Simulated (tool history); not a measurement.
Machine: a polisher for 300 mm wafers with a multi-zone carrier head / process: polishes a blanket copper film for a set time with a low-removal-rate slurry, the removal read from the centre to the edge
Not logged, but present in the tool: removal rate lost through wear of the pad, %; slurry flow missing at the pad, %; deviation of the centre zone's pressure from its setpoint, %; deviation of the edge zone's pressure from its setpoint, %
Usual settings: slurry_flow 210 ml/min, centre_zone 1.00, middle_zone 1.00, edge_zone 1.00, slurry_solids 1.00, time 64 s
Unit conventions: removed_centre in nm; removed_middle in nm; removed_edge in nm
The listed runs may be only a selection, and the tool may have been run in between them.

| run | hour | slurry_flow | centre_zone | middle_zone | edge_zone | slurry_solids | time | wafers since the last listed run | wafers polished on this pad | hours since the slurry nozzle was cleaned | hours since the centre zone pressure was calibrated | hours since the edge zone pressure was calibrated | hours since the carrier head's membrane was replaced | incoming thickness of the incoming film, nm | removed_centre | removed_middle | removed_edge |
|---|---|---|---|---|---|---|---|---|---|---|---|---|---|---|---|---|---|
| 1 | 0.0 | 175 | 1.00 | 1.00 | 1.00 | 1.00 | 64 | 0 | 2453 | 600.3 | 16.4 | 780.5 | 476.1 | 956.1 | 177.7 | 181.7 | 179.9 |
|  | 10.5 | slurry nozzle cleaned |
| 2 | 25.9 | 175 | 1.00 | 1.00 | 1.00 | 1.00 | 64 | 285 | 2739 | 15.4 | 42.3 | 806.4 | 502.0 | 949.2 | 182.4 | 178.1 | 178.7 |
| 3 | 54.1 | 210 | 1.10 | 1.07 | 1.00 | 1.00 | 64 | 323 | 3062 | 43.6 | 70.5 | 834.6 | 530.2 | 951.2 | 202.6 | 193.7 | 182.4 |
|  | 62.6 | worn pad replaced by a new one |
|  | 84.7 | edge zone pressure recalibrated |
| 4 | 92.6 | 255 | 1.00 | 1.00 | 1.00 | 1.00 | 64 | 372 | 320 | 82.1 | 109.0 | 7.9 | 568.7 | 939.0 | 210.1 | 204.8 | 203.3 |
| 5 | 138.3 | 210 | 1.00 | 1.00 | 1.00 | 1.00 | 64 | 523 | 844 | 127.8 | 154.7 | 53.6 | 614.4 | 951.5 | 193.1 | 195.7 | 192.8 |
| 6 | 163.0 | 210 | 1.00 | 1.00 | 1.00 | 1.00 | 64 | 283 | 1127 | 152.5 | 179.4 | 78.3 | 639.1 | 951.8 | 190.5 | 187.7 | 186.2 |
| 7 | 224.9 | 210 | 1.00 | 1.03 | 1.00 | 1.00 | 64 | 709 | 1836 | 214.4 | 241.3 | 140.2 | 701.0 | 963.4 | 183.5 | 187.3 | 187.5 |
| 8 | 275.4 | 190 | 1.00 | 1.00 | 1.00 | 1.00 | 64 | 578 | 2415 | 264.9 | 291.8 | 190.7 | 751.5 | 950.5 | 180.3 | 179.9 | 184.8 |
|  | 302.0 | worn pad replaced by a new one |
| 9 | 315.4 | 210 | 1.00 | 1.00 | 1.00 | 1.10 | 64 | 412 | 153 | 304.9 | 331.8 | 230.7 | 791.5 | 952.2 | 204.4 | 211.1 | 211.4 |
| 10 | 370.2 | 245 | 1.00 | 1.00 | 1.00 | 1.00 | 45 | 627 | 781 | 359.7 | 386.6 | 285.5 | 846.3 | 939.0 | 139.7 | 140.6 | 139.3 |
| 11 | 404.7 | 210 | 1.00 | 1.00 | 1.00 | 1.00 | 64 | 395 | 1176 | 394.2 | 421.1 | 320.0 | 880.8 | 947.6 | 191.5 | 190.7 | 190.1 |
| 12 | 462.7 | 210 | 1.00 | 1.00 | 1.00 | 1.00 | 82 | 664 | 1841 | 452.2 | 479.1 | 378.0 | 938.8 | 946.0 | 236.5 | 243.2 | 238.8 |
| 13 | 531.5 | 210 | 1.00 | 1.00 | 1.00 | 1.00 | 64 | 788 | 2629 | 521.0 | 547.9 | 446.8 | 1007.6 | 951.9 | 184.4 | 181.8 | 181.4 |
| 14 | 593.8 | 210 | 1.00 | 1.00 | 1.00 | 1.00 | 64 | 713 | 3343 | 583.3 | 610.2 | 509.1 | 1069.9 | 941.1 | 183.1 | 181.5 | 181.8 |
|  | 607.0 | slurry nozzle cleaned |
|  | 611.0 | worn pad replaced by a new one |
|  | 645.9 | carrier head's membrane replaced by a new one |
| 15 | 657.8 | 210 | 1.00 | 1.07 | 1.00 | 0.85 | 64 | 618 | 478 | 50.8 | 674.2 | 573.1 | 11.9 | 958.4 | 184.6 | 193.2 | 184.2 |
| 16 | 727.9 | 210 | 1.00 | 1.00 | 1.05 | 1.00 | 64 | 803 | 1281 | 120.9 | 744.3 | 643.2 | 82.0 | 949.6 | 187.7 | 187.0 | 189.7 |
| 17 | 766.9 | 210 | 1.00 | 1.00 | 1.00 | 1.00 | 64 | 446 | 1728 | 159.9 | 783.3 | 682.2 | 121.0 | 963.8 | 178.9 | 181.3 | 182.7 |
| 18 | 808.5 | 155 | 0.90 | 0.89 | 1.00 | 0.80 | 64 | 476 | 2205 | 201.5 | 824.9 | 723.8 | 162.6 | 942.0 | 141.4 | 143.4 | 161.2 |
| 19 | 847.0 | 210 | 1.00 | 1.00 | 1.00 | 1.00 | 54 | 441 | 2646 | 240.0 | 863.4 | 762.3 | 201.1 | 964.8 | 152.9 | 152.2 | 152.2 |
|  | 891.2 | worn pad replaced by a new one |
| 20 | 896.5 | 210 | 1.07 | 1.00 | 1.12 | 1.00 | 83 | 521 | 60 | 289.5 | 912.9 | 811.8 | 250.6 | 954.2 | 286.5 | 270.8 | 280.7 |
| 21 | 947.1 | 210 | 1.00 | 1.00 | 1.00 | 1.00 | 64 | 579 | 640 | 340.1 | 963.5 | 862.4 | 301.2 | 950.5 | 191.6 | 194.8 | 196.7 |

4 ways to go on from here, each from the tool as it stands after run 21. What would each give?
| A | 947.6 | 210 | 1.00 | 1.00 | 1.09 | 1.00 | 64 | 5 | 646 | 340.6 | 964.0 | 862.9 | 301.7 | 959.9 | ? | ? | ? |
| B | 947.6 | 210 | 1.00 | 1.00 | 1.00 | 0.90 | 64 | 5 | 646 | 340.6 | 964.0 | 862.9 | 301.7 | 959.9 | ? | ? | ? |
| C | 947.6 | 210 | 1.10 | 1.00 | 1.00 | 1.00 | 64 | 5 | 646 | 340.6 | 964.0 | 862.9 | 301.7 | 959.9 | ? | ? | ? |
| D | 947.6 | 210 | 1.00 | 1.00 | 0.95 | 1.00 | 64 | 5 | 646 | 340.6 | 964.0 | 862.9 | 301.7 | 959.9 | ? | ? | ? |

| run | removed_centre | removed_middle | removed_edge |
|---|---|---|---|
| A | 194.5 | 197.7 | 204.9 |
| B | 187.9 | 191.0 | 190.5 |
| C | 214.0 | 197.6 | 197.2 |
| D | 194.5 | 197.7 | 192.9 |
The same runs, with their run-to-run variation unchanged, on a tool lacking any hidden condition would have given:
| run | removed_centre | removed_middle | removed_edge |
|---|---|---|---|
| A | 207.4 | 210.9 | 218.5 |
| B | 200.4 | 203.8 | 203.2 |
| C | 228.3 | 210.8 | 210.3 |
| D | 207.4 | 210.9 | 205.8 |

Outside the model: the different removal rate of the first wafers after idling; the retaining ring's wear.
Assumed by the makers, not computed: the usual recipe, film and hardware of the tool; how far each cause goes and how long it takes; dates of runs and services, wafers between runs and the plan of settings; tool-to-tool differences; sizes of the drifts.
